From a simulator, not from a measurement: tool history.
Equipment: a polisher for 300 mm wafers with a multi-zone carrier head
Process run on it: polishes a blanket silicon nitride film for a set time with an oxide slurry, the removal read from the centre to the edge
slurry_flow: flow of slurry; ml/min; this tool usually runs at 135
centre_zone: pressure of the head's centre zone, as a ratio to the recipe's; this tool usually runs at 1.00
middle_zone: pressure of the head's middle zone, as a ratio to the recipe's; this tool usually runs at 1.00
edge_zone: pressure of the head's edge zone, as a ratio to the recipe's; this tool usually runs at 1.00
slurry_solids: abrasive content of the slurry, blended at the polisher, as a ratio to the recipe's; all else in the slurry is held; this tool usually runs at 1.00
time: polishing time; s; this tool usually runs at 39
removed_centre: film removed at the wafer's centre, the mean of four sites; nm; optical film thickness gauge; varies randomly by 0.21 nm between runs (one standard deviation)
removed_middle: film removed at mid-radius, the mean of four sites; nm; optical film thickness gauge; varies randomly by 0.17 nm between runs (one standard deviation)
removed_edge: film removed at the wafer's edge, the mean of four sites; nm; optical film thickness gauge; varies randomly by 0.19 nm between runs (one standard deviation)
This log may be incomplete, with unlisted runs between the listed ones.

run	hour	slurry_flow	centre_zone	middle_zone	edge_zone	slurry_solids	time	incoming thickness of the incoming film, nm	removed_centre	removed_middle	removed_edge
1	0.0	135	1.00	1.00	1.00	0.85	39	402.9	19.9	19.0	19.0
2	87.2	135	1.00	1.00	1.00	1.00	39	412.8	21.3	20.5	19.7
3	156.4	135	1.00	1.00	1.00	1.00	39	411.8	21.5	20.4	19.7
4	219.0	135	1.00	1.00	1.00	1.00	39	402.9	21.4	20.6	19.9
# hour 249.4: worn pad replaced by a new one
5	289.8	135	1.00	1.00	1.00	1.15	34	406.6	20.4	18.6	18.7
6	343.5	135	1.00	1.00	1.00	1.15	34	409.1	20.3	18.9	18.3
# hour 369.4: slurry nozzle cleaned
7	416.9	135	1.00	1.00	1.00	1.15	34	407.5	20.3	19.1	18.4
# hour 512.3: edge zone pressure recalibrated
8	518.9	135	1.00	1.00	1.00	1.15	39	401.4	23.6	21.6	21.0
# hour 583.9: worn pad replaced by a new one
9	605.1	135	1.00	1.00	1.00	1.00	39	407.7	22.4	20.2	19.8
# hour 667.6: carrier head's membrane replaced by a new one
10	703.3	135	1.00	1.00	1.00	1.25	39	411.7	25.1	22.4	21.5
# hour 725.8: slurry nozzle cleaned
# hour 726.5: centre zone pressure recalibrated
11	746.0	135	0.91	1.06	1.00	1.00	39	405.7	18.5	21.2	19.6
12	783.9	160	1.09	1.00	0.97	1.00	39	411.6	23.6	20.9	19.8
13	883.4	135	1.00	1.00	1.00	1.00	39	409.2	20.4	20.3	19.9
14	923.1	135	1.00	1.00	1.00	1.00	39	411.7	20.8	20.6	20.0
# hour 939.9: worn pad replaced by a new one
15	1026.9	135	1.00	1.00	1.00	1.00	39	409.5	21.1	20.3	20.0
# hour 1092.3: slurry nozzle cleaned
16	1131.7	120	1.05	1.00	1.00	1.00	39	410.9	21.6	20.1	19.2
17	1225.7	105	1.00	1.07	0.91	1.00	30	408.6	15.5	15.6	14.3
# hour 1274.4: worn pad replaced by a new one
18	1314.1	135	1.00	1.00	1.00	1.00	39	410.6	21.2	20.5	20.0

Run 19, settings as shown, results not yet in. Your forecast:
19	1411.6	135	1.00	1.07	1.07	1.00	39	409.2	?	?	?

{"run 19": {"removed_centre": 22.1, "removed_middle": 21.5, "removed_edge": 20.4}}
On a tool with no hidden condition, and with the same random variation, this run would have come out at removed_centre 20.5 nm, removed_middle 21.5 nm, removed_edge 20.4 nm.

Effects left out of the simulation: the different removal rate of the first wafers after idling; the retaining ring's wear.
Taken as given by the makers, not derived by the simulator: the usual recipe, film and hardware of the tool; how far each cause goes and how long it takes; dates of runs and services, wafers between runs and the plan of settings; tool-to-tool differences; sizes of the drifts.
